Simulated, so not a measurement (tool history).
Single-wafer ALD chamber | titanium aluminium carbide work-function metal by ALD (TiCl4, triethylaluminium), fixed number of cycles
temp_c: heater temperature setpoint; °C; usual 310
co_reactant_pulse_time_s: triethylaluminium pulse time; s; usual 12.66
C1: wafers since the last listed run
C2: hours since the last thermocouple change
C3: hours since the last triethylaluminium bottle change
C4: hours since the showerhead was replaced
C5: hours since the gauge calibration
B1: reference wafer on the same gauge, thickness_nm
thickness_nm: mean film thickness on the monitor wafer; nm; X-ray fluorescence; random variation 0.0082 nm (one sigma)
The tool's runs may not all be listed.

{"run": 1, "hour": 0.0, "temp_c": 310, "co_reactant_pulse_time_s": 11.32, "C1": 0, "C2": 865.8, "C3": 634, "C4": 3171.6, "C5": 769.6, "B1": 2.439, "thickness_nm": 2.132}
{"run": 2, "hour": 31.8, "temp_c": 310, "co_reactant_pulse_time_s": 12.66, "C1": 339, "C2": 897.6, "C3": 665.8, "C4": 3203.4, "C5": 801.4, "B1": 2.439, "thickness_nm": 2.146}
{"hour": 42.4, "done": "triethylaluminium bottle replaced"}
{"run": 3, "hour": 69.8, "temp_c": 310, "co_reactant_pulse_time_s": 10.29, "C1": 320, "C2": 935.6, "C3": 27.4, "C4": 3241.4, "C5": 839.4, "B1": 2.439, "thickness_nm": 2.123}
{"run": 4, "hour": 137.8, "temp_c": 310, "co_reactant_pulse_time_s": 12.66, "C1": 726, "C2": 1003.6, "C3": 95.4, "C4": 3309.4, "C5": 907.4, "B1": 2.44, "thickness_nm": 2.154}
{"run": 5, "hour": 178.0, "temp_c": 310, "co_reactant_pulse_time_s": 12.66, "C1": 429, "C2": 1043.8, "C3": 135.6, "C4": 3349.6, "C5": 947.6, "B1": 2.44, "thickness_nm": 2.147}
{"run": 6, "hour": 233.2, "temp_c": 310, "co_reactant_pulse_time_s": 12.66, "C1": 589, "C2": 1099, "C3": 190.8, "C4": 3404.8, "C5": 1002.8, "B1": 2.442, "thickness_nm": 2.158}
{"run": 7, "hour": 262.5, "temp_c": 310, "co_reactant_pulse_time_s": 12.66, "C1": 313, "C2": 1128.3, "C3": 220.1, "C4": 3434.1, "C5": 1032.1, "B1": 2.439, "thickness_nm": 2.151}
{"run": 8, "hour": 321.9, "temp_c": 310, "co_reactant_pulse_time_s": 12.66, "C1": 634, "C2": 1187.7, "C3": 279.5, "C4": 3493.5, "C5": 1091.5, "B1": 2.44, "thickness_nm": 2.157}
{"hour": 343.0, "done": "showerhead replaced"}
{"run": 9, "hour": 346.0, "temp_c": 310, "co_reactant_pulse_time_s": 12.66, "C1": 172, "C2": 1211.8, "C3": 303.6, "C4": 3, "C5": 1115.6, "B1": 2.441, "thickness_nm": 2.168}
{"run": 10, "hour": 457.7, "temp_c": 314, "co_reactant_pulse_time_s": 12.66, "C1": 1193, "C2": 1323.5, "C3": 415.3, "C4": 114.7, "C5": 1227.3, "B1": 2.442, "thickness_nm": 2.194}
{"run": 11, "hour": 520.2, "temp_c": 314, "co_reactant_pulse_time_s": 12.66, "C1": 667, "C2": 1386, "C3": 477.8, "C4": 177.2, "C5": 1289.8, "B1": 2.441, "thickness_nm": 2.189}
{"run": 12, "hour": 562.8, "temp_c": 320, "co_reactant_pulse_time_s": 12.66, "C1": 455, "C2": 1428.6, "C3": 520.4, "C4": 219.8, "C5": 1332.4, "B1": 2.44, "thickness_nm": 2.231}
{"run": 13, "hour": 598.1, "temp_c": 301, "co_reactant_pulse_time_s": 8.66, "C1": 377, "C2": 1463.9, "C3": 555.7, "C4": 255.1, "C5": 1367.7, "B1": 2.439, "thickness_nm": 2.016}
{"hour": 608.3, "done": "gauge calibrated"}
{"run": 14, "hour": 651.0, "temp_c": 310, "co_reactant_pulse_time_s": 12.66, "C1": 565, "C2": 1516.8, "C3": 608.6, "C4": 308, "C5": 42.7, "B1": 2.439, "thickness_nm": 2.162}
{"run": 15, "hour": 675.8, "temp_c": 310, "co_reactant_pulse_time_s": 9.87, "C1": 265, "C2": 1541.6, "C3": 633.4, "C4": 332.8, "C5": 67.5, "B1": 2.438, "thickness_nm": 2.108}
{"run": 16, "hour": 712.6, "temp_c": 298, "co_reactant_pulse_time_s": 9.3, "C1": 393, "C2": 1578.4, "C3": 670.2, "C4": 369.6, "C5": 104.3, "B1": 2.442, "thickness_nm": 2.006}
{"hour": 727.5, "done": "thermocouple changed; heater temperature recalibrated"}
{"hour": 770.5, "done": "triethylaluminium bottle replaced"}
{"run": 17, "hour": 771.1, "temp_c": 310, "co_reactant_pulse_time_s": 12.66, "C1": 454, "C2": 43.6, "C3": 0.6, "C4": 428.1, "C5": 162.8, "B1": 2.443, "thickness_nm": 2.117}
{"run": 18, "hour": 797.6, "temp_c": 310, "co_reactant_pulse_time_s": 11.13, "C1": 283, "C2": 70.1, "C3": 27.1, "C4": 454.6, "C5": 189.3, "B1": 2.442, "thickness_nm": 2.089}
{"run": 19, "hour": 1010.1, "temp_c": 297, "co_reactant_pulse_time_s": 9.72, "C1": 2270, "C2": 282.6, "C3": 239.6, "C4": 667.1, "C5": 401.8, "B1": 2.44, "thickness_nm": 1.985}
{"run": 20, "hour": 1035.8, "temp_c": 323, "co_reactant_pulse_time_s": 17.4, "C1": 274, "C2": 308.3, "C3": 265.3, "C4": 692.8, "C5": 427.5, "B1": 2.442, "thickness_nm": 2.279}
{"run": 21, "hour": 1072.1, "temp_c": 302, "co_reactant_pulse_time_s": 10.9, "C1": 387, "C2": 344.6, "C3": 301.6, "C4": 729.1, "C5": 463.8, "B1": 2.441, "thickness_nm": 2.05}
{"run": 22, "hour": 1140.2, "temp_c": 320, "co_reactant_pulse_time_s": 12.66, "C1": 727, "C2": 412.7, "C3": 369.7, "C4": 797.2, "C5": 531.9, "B1": 2.439, "thickness_nm": 2.236}

3 ways to go on from here, each from the tool as it stands after run 22. What would each give?
{"run": "A", "hour": 1140.6, "temp_c": 319, "co_reactant_pulse_time_s": 12.66, "C1": 4, "C2": 413.1, "C3": 370.1, "C4": 797.6, "C5": 532.3, "B1": "?", "thickness_nm": "?"}
{"run": "B", "hour": 1140.6, "temp_c": 304, "co_reactant_pulse_time_s": 10.11, "C1": 4, "C2": 413.1, "C3": 370.1, "C4": 797.6, "C5": 532.3, "B1": "?", "thickness_nm": "?"}
{"run": "C", "hour": 1140.6, "temp_c": 318, "co_reactant_pulse_time_s": 13.96, "C1": 4, "C2": 413.1, "C3": 370.1, "C4": 797.6, "C5": 532.3, "B1": "?", "thickness_nm": "?"}

run=A B1=2.438 thickness_nm=2.22
run=B B1=2.438 thickness_nm=2.055
run=C B1=2.438 thickness_nm=2.22
Without the tool's hidden state the same runs would have given:
run=A thickness_nm=2.187
run=B thickness_nm=2.024
run=C thickness_nm=2.188
